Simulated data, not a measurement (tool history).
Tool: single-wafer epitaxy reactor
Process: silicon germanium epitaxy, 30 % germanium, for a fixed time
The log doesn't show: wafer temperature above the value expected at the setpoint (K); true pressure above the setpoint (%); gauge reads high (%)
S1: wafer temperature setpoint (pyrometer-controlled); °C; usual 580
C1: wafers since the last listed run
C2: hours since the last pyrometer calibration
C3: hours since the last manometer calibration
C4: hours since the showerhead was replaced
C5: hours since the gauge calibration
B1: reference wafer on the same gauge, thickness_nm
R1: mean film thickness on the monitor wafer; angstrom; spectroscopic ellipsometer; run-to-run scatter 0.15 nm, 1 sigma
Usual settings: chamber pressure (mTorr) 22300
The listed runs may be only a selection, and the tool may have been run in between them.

Run 1, hour 0.0: usual settings; C1 0; C2 1449.6; C3 1624.6; C4 8439.3; C5 521.0; B1 45.394. Result: R1 373.18 angstrom.
Run 2, hour 81.3: usual settings; C1 905; C2 1530.9; C3 1705.9; C4 8520.6; C5 602.3; B1 45.393. Result: R1 371.16 angstrom.
Run 3, hour 132.6: usual settings; C1 571; C2 1582.2; C3 1757.2; C4 8571.9; C5 653.6; B1 45.352. Result: R1 369.02 angstrom.
Run 4, hour 182.3: usual settings; C1 553; C2 1631.9; C3 1806.9; C4 8621.6; C5 703.3; B1 45.452. Result: R1 370.63 angstrom.
Run 5, hour 284.7: usual settings but S1 583 °C; C1 1139; C2 1734.3; C3 1909.3; C4 8724.0; C5 805.7; B1 45.421. Result: R1 394.57 angstrom.
Run 6, hour 339.8: usual settings but S1 583 °C; C1 613; C2 1789.4; C3 1964.4; C4 8779.1; C5 860.8; B1 45.445. Result: R1 394.19 angstrom.
At hour 370.5: showerhead replaced.
At hour 397.6: gauge calibrated.
Run 7, hour 398.0: usual settings but S1 583 °C; C1 558; C2 1847.6; C3 2022.6; C4 27.5; C5 0.4; B1 45.402. Result: R1 396.48 angstrom.
At hour 421.5: capacitance manometer re-zeroed and calibrated.
Run 8, hour 470.7: usual settings; C1 720; C2 1920.3; C3 49.2; C4 100.2; C5 73.1; B1 45.405. Result: R1 382.94 angstrom.
Run 9, hour 546.5: usual settings but S1 594 °C, chamber pressure (mTorr) 19200; C1 843; C2 1996.1; C3 125.0; C4 176.0; C5 148.9; B1 45.410. Result: R1 482.93 angstrom.
At hour 562.4: pyrometer calibrated.
Run 10, hour 605.2: usual settings but S1 591 °C, chamber pressure (mTorr) 18000; C1 564; C2 42.8; C3 183.7; C4 234.7; C5 207.6; B1 45.405. Result: R1 443.11 angstrom.
Run 11, hour 709.9: usual settings but S1 567 °C, chamber pressure (mTorr) 19600; C1 1165; C2 147.5; C3 288.4; C4 339.4; C5 312.3; B1 45.425. Result: R1 273.08 angstrom.
Run 12, hour 780.8: usual settings but S1 591 °C, chamber pressure (mTorr) 20800; C1 789; C2 218.4; C3 359.3; C4 410.3; C5 383.2; B1 45.442. Result: R1 471.41 angstrom.
Run 13, hour 850.6: usual settings but S1 569 °C, chamber pressure (mTorr) 20600; C1 777; C2 288.2; C3 429.1; C4 480.1; C5 453.0; B1 45.385. Result: R1 288.15 angstrom.
Run 14, hour 944.0: usual settings but chamber pressure (mTorr) 25500; C1 1039; C2 381.6; C3 522.5; C4 573.5; C5 546.4; B1 45.398. Result: R1 405.14 angstrom.
Run 15, hour 1026.6: usual settings; C1 919; C2 464.2; C3 605.1; C4 656.1; C5 629.0; B1 45.363. Result: R1 377.87 angstrom.

5 ways to go on from here, each from the tool as it stands after run 15. What would each give?
Run A, hour 1027.0: usual settings but S1 565 °C; C1 4; C2 464.6; C3 605.5; C4 656.5; C5 629.4; B1 ?. Result: R1 ?.
Run B, hour 1027.0: usual settings but S1 588 °C, chamber pressure (mTorr) 24800; C1 4; C2 464.6; C3 605.5; C4 656.5; C5 629.4; B1 ?. Result: R1 ?.
Run C, hour 1027.0: usual settings but S1 587 °C, chamber pressure (mTorr) 25500; C1 4; C2 464.6; C3 605.5; C4 656.5; C5 629.4; B1 ?. Result: R1 ?.
Run D, hour 1027.0: usual settings but S1 565 °C, chamber pressure (mTorr) 26100; C1 4; C2 464.6; C3 605.5; C4 656.5; C5 629.4; B1 ?. Result: R1 ?.
Run E, hour 1027.0: usual settings but S1 587 °C, chamber pressure (mTorr) 18300; C1 4; C2 464.6; C3 605.5; C4 656.5; C5 629.4; B1 ?. Result: R1 ?.

run      B1      R1
  A  45.445  272.04
  B  45.445  472.88
  C  45.445  468.50
  D  45.445  291.34
  E  45.445  404.83
What these runs would have given with no unlogged condition in the tool:
run      R1
  A  274.47
  B  477.10
  C  472.69
  D  293.94
  E  408.44
